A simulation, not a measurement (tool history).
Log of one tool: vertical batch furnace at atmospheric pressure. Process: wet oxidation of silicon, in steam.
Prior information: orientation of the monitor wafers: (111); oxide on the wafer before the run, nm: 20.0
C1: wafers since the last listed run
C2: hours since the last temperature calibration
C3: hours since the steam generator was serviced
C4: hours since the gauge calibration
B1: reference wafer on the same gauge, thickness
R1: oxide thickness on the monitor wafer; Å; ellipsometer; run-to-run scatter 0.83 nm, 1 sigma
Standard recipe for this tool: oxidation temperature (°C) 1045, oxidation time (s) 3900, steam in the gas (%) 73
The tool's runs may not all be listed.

Run 1, hour 0.0: usual settings but steam in the gas (%) 65; C1 0; C2 4916.6; C3 2379.6; C4 226.0; B1 567.96. Result: R1 4714.6 Å.
Run 2, hour 13.9: usual settings; C1 164; C2 4930.5; C3 2393.5; C4 239.9; B1 567.84. Result: R1 5032.2 Å.
Run 3, hour 22.1: usual settings; C1 97; C2 4938.7; C3 2401.7; C4 248.1; B1 567.95. Result: R1 5041.8 Å.
At hour 32.1: gauge calibrated.
Run 4, hour 33.4: usual settings; C1 134; C2 4950.0; C3 2413.0; C4 1.3; B1 568.14. Result: R1 5047.9 Å.
Run 5, hour 48.3: usual settings; C1 176; C2 4964.9; C3 2427.9; C4 16.2; B1 568.08. Result: R1 5051.4 Å.
Run 6, hour 59.3: usual settings; C1 130; C2 4975.9; C3 2438.9; C4 27.2; B1 567.75. Result: R1 5043.0 Å.
Run 7, hour 71.1: usual settings but steam in the gas (%) 64; C1 139; C2 4987.7; C3 2450.7; C4 39.0; B1 568.00. Result: R1 4663.1 Å.
Run 8, hour 109.8: usual settings but steam in the gas (%) 64; C1 458; C2 5026.4; C3 2489.4; C4 77.7; B1 567.88. Result: R1 4677.5 Å.
At hour 137.5: steam generator serviced.
At hour 153.0: thermocouples replaced and temperature profile calibrated.
Run 9, hour 164.6: usual settings but steam in the gas (%) 67; C1 182; C2 11.6; C3 27.1; C4 132.5; B1 567.86. Result: R1 4694.6 Å.
Run 10, hour 176.6: usual settings but steam in the gas (%) 67; C1 142; C2 23.6; C3 39.1; C4 144.5; B1 568.06. Result: R1 4685.7 Å.
Run 11, hour 194.2: usual settings but steam in the gas (%) 67; C1 208; C2 41.2; C3 56.7; C4 162.1; B1 568.16. Result: R1 4678.1 Å.
Run 12, hour 203.9: usual settings but oxidation temperature (°C) 1038; C1 115; C2 50.9; C3 66.4; C4 171.8; B1 567.91. Result: R1 4763.2 Å.
At hour 229.8: steam generator serviced, repeated, since the last time left the tool worse.
Run 13, hour 230.3: usual settings; C1 28; C2 77.3; C3 0.5; C4 198.2; B1 568.01. Result: R1 5165.1 Å.
Run 14, hour 235.2: usual settings; C1 58; C2 82.2; C3 5.4; C4 203.1; B1 567.87. Result: R1 5179.7 Å.
Run 15, hour 245.3: usual settings; C1 119; C2 92.3; C3 15.5; C4 213.2; B1 567.84. Result: R1 5172.4 Å.
Run 16, hour 262.2: usual settings but oxidation temperature (°C) 1053, oxidation time (s) 3330, steam in the gas (%) 81; C1 200; C2 109.2; C3 32.4; C4 230.1; B1 568.13. Result: R1 5199.3 Å.
At hour 271.8: gauge calibrated.
Run 17, hour 282.2: usual settings but oxidation temperature (°C) 1067; C1 237; C2 129.2; C3 52.4; C4 10.4; B1 567.79. Result: R1 5652.1 Å.
Run 18, hour 299.9: usual settings but oxidation temperature (°C) 1064, oxidation time (s) 4890, steam in the gas (%) 70; C1 209; C2 146.9; C3 70.1; C4 28.1; B1 568.13. Result: R1 6192.4 Å.
Run 19, hour 315.4: usual settings but oxidation temperature (°C) 1024, oxidation time (s) 2430, steam in the gas (%) 62; C1 183; C2 162.4; C3 85.6; C4 43.6; B1 567.97. Result: R1 3192.5 Å.
Run 20, hour 331.7: usual settings but oxidation time (s) 3030, steam in the gas (%) 77; C1 193; C2 178.7; C3 101.9; C4 59.9; B1 567.67. Result: R1 4603.5 Å.
Run 21, hour 339.7: usual settings but oxidation temperature (°C) 1037, steam in the gas (%) 83; C1 94; C2 186.7; C3 109.9; C4 67.9; B1 567.90. Result: R1 5366.5 Å.
Run 22, hour 354.7: usual settings but steam in the gas (%) 62; C1 177; C2 201.7; C3 124.9; C4 82.9; B1 568.03. Result: R1 4693.9 Å.
Run 23, hour 362.2: usual settings but steam in the gas (%) 62; C1 88; C2 209.2; C3 132.4; C4 90.4; B1 568.16. Result: R1 4693.2 Å.
Run 24, hour 378.8: usual settings but oxidation time (s) 2580; C1 196; C2 225.8; C3 149.0; C4 107.0; B1 568.17. Result: R1 4066.5 Å.
Run 25, hour 388.3: usual settings; C1 112; C2 235.3; C3 158.5; C4 116.5; B1 567.85. Result: R1 5145.0 Å.
Run 26, hour 397.2: usual settings but oxidation temperature (°C) 1062, oxidation time (s) 3270, steam in the gas (%) 65; C1 105; C2 244.2; C3 167.4; C4 125.4; B1 568.12. Result: R1 4700.7 Å.
Run 27, hour 406.7: usual settings but oxidation time (s) 2430, steam in the gas (%) 78; C1 112; C2 253.7; C3 176.9; C4 134.9; B1 568.22. Result: R1 4065.1 Å.
Run 28, hour 415.6: usual settings but oxidation temperature (°C) 1030; C1 105; C2 262.6; C3 185.8; C4 143.8; B1 568.27. Result: R1 4788.3 Å.

Each row is a separate what-if for the run after 28, all from the same tool condition, not one after another. Results?
Run A, hour 420.6: usual settings but oxidation time (s) 2280; C1 59; C2 267.6; C3 190.8; C4 148.8; B1 ?. Result: R1 ?.
Run B, hour 420.6: usual settings but oxidation temperature (°C) 1054; C1 59; C2 267.6; C3 190.8; C4 148.8; B1 ?. Result: R1 ?.
Run C, hour 420.6: usual settings but oxidation time (s) 4470; C1 59; C2 267.6; C3 190.8; C4 148.8; B1 ?. Result: R1 ?.
Run D, hour 420.6: usual settings but oxidation temperature (°C) 1065, oxidation time (s) 2340, steam in the gas (%) 62; C1 59; C2 267.6; C3 190.8; C4 148.8; B1 ?. Result: R1 ?.
Run E, hour 420.6: usual settings but oxidation time (s) 4950; C1 59; C2 267.6; C3 190.8; C4 148.8; B1 ?. Result: R1 ?.

run      B1      R1
  A  567.92  3770.8
  B  567.92  5339.6
  C  567.92  5552.5
  D  567.92  3821.5
  E  567.92  5880.8
Without the tool's hidden state the same runs would have given:
run      R1
  A  3833.9
  B  5425.3
  C  5642.2
  D  3883.9
  E  5975.3

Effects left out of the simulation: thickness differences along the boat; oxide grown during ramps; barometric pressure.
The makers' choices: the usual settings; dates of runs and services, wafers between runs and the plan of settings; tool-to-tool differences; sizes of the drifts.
